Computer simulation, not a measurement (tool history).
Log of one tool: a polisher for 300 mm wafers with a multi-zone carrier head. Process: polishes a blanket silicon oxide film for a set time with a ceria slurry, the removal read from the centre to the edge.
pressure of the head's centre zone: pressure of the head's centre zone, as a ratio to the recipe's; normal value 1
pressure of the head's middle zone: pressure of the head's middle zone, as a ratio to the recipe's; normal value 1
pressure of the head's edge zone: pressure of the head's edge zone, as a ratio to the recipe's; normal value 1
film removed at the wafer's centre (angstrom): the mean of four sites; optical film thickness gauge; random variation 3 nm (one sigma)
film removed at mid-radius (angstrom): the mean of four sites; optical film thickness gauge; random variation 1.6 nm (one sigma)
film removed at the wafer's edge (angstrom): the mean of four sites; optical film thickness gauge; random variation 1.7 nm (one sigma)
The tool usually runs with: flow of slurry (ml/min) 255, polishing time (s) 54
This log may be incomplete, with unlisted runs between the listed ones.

run,day,flow of slurry (ml/min),pressure of the head's centre zone,pressure of the head's middle zone,pressure of the head's edge zone,polishing time (s),wafers since the last listed run,wafers polished on this pad,hours since the slurry nozzle was cleaned,hours since the centre zone pressure was calibrated,hours since the edge zone pressure was calibrated,hours since the carrier head's membrane was replaced,"incoming thickness of the incoming film, nm",film removed at the wafer's centre (angstrom),film removed at mid-radius (angstrom),film removed at the wafer's edge (angstrom)
1,0,295,1,1,1,54,0,1617,198.5,1063.3,1061.6,1391.1,940.5,1909,2129,2091
# day 0.462: worn pad replaced by a new one
2,0.788,255,1,1,1,54,118,62,217.4,1082.2,1080.5,1410,933.6,1848,2054,2051
3,1.512,255,1,1,1,54,138,200,234.8,1099.6,1097.9,1427.4,942.3,1843,2070,2093
4,2.996,255,1,1,1,54,283,483,270.4,1135.2,1133.5,1463,940.1,1839,2062,2063
5,3.892,255,1.03,1,1.03,54,170,654,291.9,1156.7,1155,1484.5,930.8,1825,2026,2095
6,4.425,255,1.03,1,1.03,54,101,756,304.7,1169.5,1167.8,1497.3,941.5,1854,2035,2065
7,5.121,255,1,1,1,54,132,889,321.4,1186.2,1184.5,1514,931,1754,2054,2050
8,5.646,255,1.03,1,1,54,100,989,334,1198.8,1197.1,1526.6,947.3,1838,2052,2070
9,6.721,220,0.88,1,0.97,60,205,1194,359.8,1224.6,1222.9,1552.4,930.5,1713,2184,2169
# day 7.967: centre zone pressure recalibrated
# day 8.596: carrier head's membrane replaced by a new one
# day 9.492: worn pad replaced by a new one
# day 9.542: slurry nozzle cleaned
10,9.729,185,1,1,1.09,45,478,37,4.5,42.3,1295.1,27.2,946.6,1663,1727,1798
11,10.571,255,1,1.09,1.05,38,160,197,24.7,62.5,1315.3,47.4,927.8,1464,1633,1542
12,11.562,255,1,1,0.91,40,189,387,48.5,86.3,1339.1,71.2,946,1540,1585,1512
# day 14.746: edge zone pressure recalibrated
13,14.825,295,1,1,1,54,606,993,126.8,164.6,1.9,149.5,917.9,2112,2152,2122
14,16.112,180,1,1,1,47,245,1239,157.7,195.5,32.8,180.4,931.8,1648,1698,1733
# day 16.442: worn pad replaced by a new one
15,16.867,305,0.97,0.95,1,42,112,80,175.8,213.6,50.9,198.5,931.6,1549,1615,1647
16,17.908,295,1.07,1,1,54,198,279,200.8,238.6,75.9,223.5,931.6,2167,2098,2078
17,22.2,255,1.06,1.11,0.92,54,818,1098,303.8,341.6,178.9,326.5,916.9,2040,2208,1950
18,23.208,255,1,1,1,54,192,1290,328,365.8,203.1,350.7,935,1956,2018,2036
19,24.212,255,1,1,1,60,191,1482,352.1,389.9,227.2,374.8,925.2,2150,2231,2269
# day 24.875: worn pad replaced by a new one
20,25.325,220,0.88,1,0.97,60,180,86,378.8,416.6,253.9,401.5,932,1859,2180,2175
21,26.379,325,1,0.97,1,54,201,287,404.1,441.9,279.2,426.8,938.8,1999,2075,2090
22,28.75,255,1.08,1,1,38,452,739,461,498.8,336.1,483.7,937.1,1451,1430,1429
# day 29.512: slurry nozzle cleaned
23,30.017,255,1,1,0.94,54,233,973,12.1,529.2,366.5,514.1,933,2036,2181,2054

Across each entry between runs, compare the hidden state at the last listed run before it with the hidden state at the first listed run after it:
Logged between run 1 and run 2: worn pad replaced by a new one (day 0.462)
  slurry flow missing at the pad, %: 27.6 -> 28.7; deviation of the centre zone's pressure from its setpoint, %: -9.43 -> -9.77
  measured minus no-state result, film removed at the wafer's centre (angstrom): -275 -> -296; film removed at mid-radius (angstrom): -85 -> -102; film removed at the wafer's edge (angstrom): -63 -> -76
Logged between run 9 and run 10: centre zone pressure recalibrated (day 7.967); carrier head's membrane replaced by a new one (day 8.596); worn pad replaced by a new one (day 9.492); slurry nozzle cleaned (day 9.542)
  slurry flow missing at the pad, %: 34 -> 5.32; deviation of the centre zone's pressure from its setpoint, %: -12.5 -> -0.0363
  measured minus no-state result, film removed at the wafer's centre (angstrom): -391 -> -19; film removed at mid-radius (angstrom): -164 -> -16; film removed at the wafer's edge (angstrom): -118 -> -12
Logged between run 12 and run 13: edge zone pressure recalibrated (day 14.746)
  slurry flow missing at the pad, %: 14 -> 24.4; deviation of the centre zone's pressure from its setpoint, %: -0.0831 -> -0.246
  measured minus no-state result, film removed at the wafer's centre (angstrom): -35 -> -86; film removed at mid-radius (angstrom): -31 -> -73; film removed at the wafer's edge (angstrom): -22 -> -55
Logged between run 14 and run 15: worn pad replaced by a new one (day 16.442)
  slurry flow missing at the pad, %: 27.3 -> 28.7; deviation of the centre zone's pressure from its setpoint, %: -0.338 -> -0.399
  measured minus no-state result, film removed at the wafer's centre (angstrom): -132 -> -78; film removed at mid-radius (angstrom): -114 -> -67; film removed at the wafer's edge (angstrom): -82 -> -51
Logged between run 19 and run 20: worn pad replaced by a new one (day 24.875)
  slurry flow missing at the pad, %: 36.5 -> 37.1; deviation of the centre zone's pressure from its setpoint, %: -1.28 -> -1.46
  measured minus no-state result, film removed at the wafer's centre (angstrom): -205 -> -213; film removed at mid-radius (angstrom): -162 -> -190; film removed at the wafer's edge (angstrom): -120 -> -136
Logged between run 22 and run 23: slurry nozzle cleaned (day 29.512)
  slurry flow missing at the pad, %: 38.3 -> 4.15; deviation of the centre zone's pressure from its setpoint, %: -2.08 -> -2.34
  measured minus no-state result, film removed at the wafer's centre (angstrom): -160 -> -56; film removed at mid-radius (angstrom): -113 -> -11; film removed at the wafer's edge (angstrom): -83 -> -8
